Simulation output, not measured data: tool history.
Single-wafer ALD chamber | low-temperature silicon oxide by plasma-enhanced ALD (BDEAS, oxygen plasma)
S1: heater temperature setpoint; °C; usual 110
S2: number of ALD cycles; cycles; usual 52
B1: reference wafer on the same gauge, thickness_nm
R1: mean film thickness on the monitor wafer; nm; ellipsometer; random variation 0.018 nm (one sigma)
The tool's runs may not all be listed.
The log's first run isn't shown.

run,hour,S1,S2,B1,R1
2,19.2,110,52,6.564,7.298
3,36.4,110,46,6.565,6.44
4,50.1,110,45,6.566,6.301
5,57.4,110,52,6.571,7.25
6,69.7,110,52,6.564,7.251
7,84.4,110,52,6.566,7.285
8,97.4,110,52,6.561,7.265
9,151.2,110,52,6.557,7.258
10,164.1,101,48,6.565,6.824
11,171.5,110,52,6.565,7.285
12,177.7,110,52,6.554,7.259
13,191.8,110,52,6.553,7.307
14,205.9,110,56,6.559,7.834
15,213.4,110,56,6.564,7.837
16,229.9,110,56,6.565,7.813
17,237,110,52,6.558,7.27
18,246.8,110,52,6.556,7.26
19,263.6,110,52,6.561,7.244
20,273.5,110,52,6.557,7.294
21,286.8,118,46,6.554,6.334
# hour 296: gauge calibrated
22,299,121,58,6.625,8.007
23,308.8,100,52,6.616,7.441
24,318.8,106,43,6.611,6.078

Forecast run 25:
25,331.3,110,58,?,?

Run 25 gave B1 6.607, R1 8.165 nm.
Without the tool's hidden state the same run would have given R1 8.191 nm.
